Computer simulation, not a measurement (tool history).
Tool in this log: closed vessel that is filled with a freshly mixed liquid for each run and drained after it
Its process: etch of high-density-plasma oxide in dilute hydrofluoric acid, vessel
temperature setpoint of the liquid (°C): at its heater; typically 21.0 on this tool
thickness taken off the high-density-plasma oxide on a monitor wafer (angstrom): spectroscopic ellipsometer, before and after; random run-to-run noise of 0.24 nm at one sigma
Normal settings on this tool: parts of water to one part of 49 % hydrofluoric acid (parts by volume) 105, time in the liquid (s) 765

run	hour	temperature setpoint of the liquid (°C)	parts of water to one part of 49 % hydrofluoric acid (parts by volume)	time in the liquid (s)	read-back film thickness of the high-density-plasma oxide reference wafer, read on the same gauge (nm)	thickness taken off the high-density-plasma oxide on a monitor wafer (angstrom)
1	0.0	21.0	105	765	109.99	424.5
# hour 2.9: hydrofluoric acid flow meter replaced
2	104.8	21.0	105	765	110.00	401.9
3	193.0	21.0	105	765	110.00	409.0
4	242.0	21.0	105	765	110.02	410.0
5	309.6	21.0	105	765	109.99	412.8
6	389.5	21.0	105	765	110.00	420.4
7	451.9	18.5	105	765	110.00	386.8
# hour 489.8: gauge calibrated
# hour 498.5: hydrofluoric acid flow meter replaced
8	543.5	21.0	70	765	109.99	619.8
9	641.4	21.0	70	765	110.01	622.6
10	734.7	21.0	105	765	110.00	406.9
11	797.1	18.0	105	765	110.00	367.0
12	841.1	21.0	105	765	110.00	418.7
# hour 905.1: hydrofluoric acid flow meter replaced
13	948.9	19.0	90	475	109.99	269.7
14	1029.6	17.0	140	765	110.01	244.8
# hour 1069.3: thermometer replaced
15	1108.1	21.0	105	765	109.99	403.9
16	1173.9	17.0	140	765	110.00	253.6
17	1254.8	24.5	105	585	110.01	369.0
# hour 1332.1: hydrofluoric acid flow meter replaced
18	1336.0	21.0	90	765	110.01	467.9
19	1389.7	23.0	155	1090	110.01	398.8
20	1454.9	21.0	105	1095	109.98	572.0

Alternative continuations, all from the tool just after run 20; predict every row:
A	1455.8	21.0	105	765	?	?
B	1455.8	19.0	105	765	?	?
C	1455.8	17.5	75	970	?	?
D	1455.8	21.0	75	765	?	?

run	read-back film thickness of the high-density-plasma oxide reference wafer, read on the same gauge (nm)	thickness taken off the high-density-plasma oxide on a monitor wafer (angstrom)
A	110.00	405.0
B	110.00	373.1
C	110.00	642.1
D	110.00	586.7
Stripped of hidden state, with their random variation kept, the same runs would have yielded:
run	thickness taken off the high-density-plasma oxide on a monitor wafer (angstrom)
A	393.2
B	362.3
C	623.9
D	570.0
